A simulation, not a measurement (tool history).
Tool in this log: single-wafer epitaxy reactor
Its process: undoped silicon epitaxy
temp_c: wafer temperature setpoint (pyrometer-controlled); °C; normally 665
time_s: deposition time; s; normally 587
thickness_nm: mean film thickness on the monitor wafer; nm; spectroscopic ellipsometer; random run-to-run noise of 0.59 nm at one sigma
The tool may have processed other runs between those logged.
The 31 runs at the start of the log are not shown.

run	hour	temp_c	time_s	wafers since the last listed run	hours since the last pyrometer calibration	hours since the gauge calibration	read-back reference wafer on the same gauge, thickness_nm	thickness_nm
32	1550.7	665	676	138	207.3	106.6	155.120	153.804
33	1608.9	665	587	122	265.5	164.8	154.758	135.317
34	1661.1	670	495	109	317.7	217.0	155.297	127.055
35	1728.0	654	618	140	384.6	283.9	155.245	107.976
36	1791.3	665	587	133	447.9	347.2	154.860	132.813
37	1835.1	653	497	92	491.7	391.0	155.216	84.713
38	1869.8	673	489	72	526.4	425.7	154.715	133.111
39	1897.8	656	555	58	554.4	453.7	154.907	100.959
40	1943.3	665	587	95	599.9	499.2	155.166	131.604

Branching from run 40: 4 alternative next runs. What would each branch give?
A	1943.9	665	587	1	600.5	499.8	?	?
B	1943.9	659	679	1	600.5	499.8	?	?
C	1943.9	665	648	1	600.5	499.8	?	?
D	1943.9	665	688	1	600.5	499.8	?	?

run	read-back reference wafer on the same gauge, thickness_nm	thickness_nm
A	155.007	133.053
B	155.007	133.063
C	155.007	146.880
D	155.007	155.946
Had the tool no hidden state, the same runs would have come out as:
run	thickness_nm
A	134.511
B	134.543
C	148.489
D	157.655

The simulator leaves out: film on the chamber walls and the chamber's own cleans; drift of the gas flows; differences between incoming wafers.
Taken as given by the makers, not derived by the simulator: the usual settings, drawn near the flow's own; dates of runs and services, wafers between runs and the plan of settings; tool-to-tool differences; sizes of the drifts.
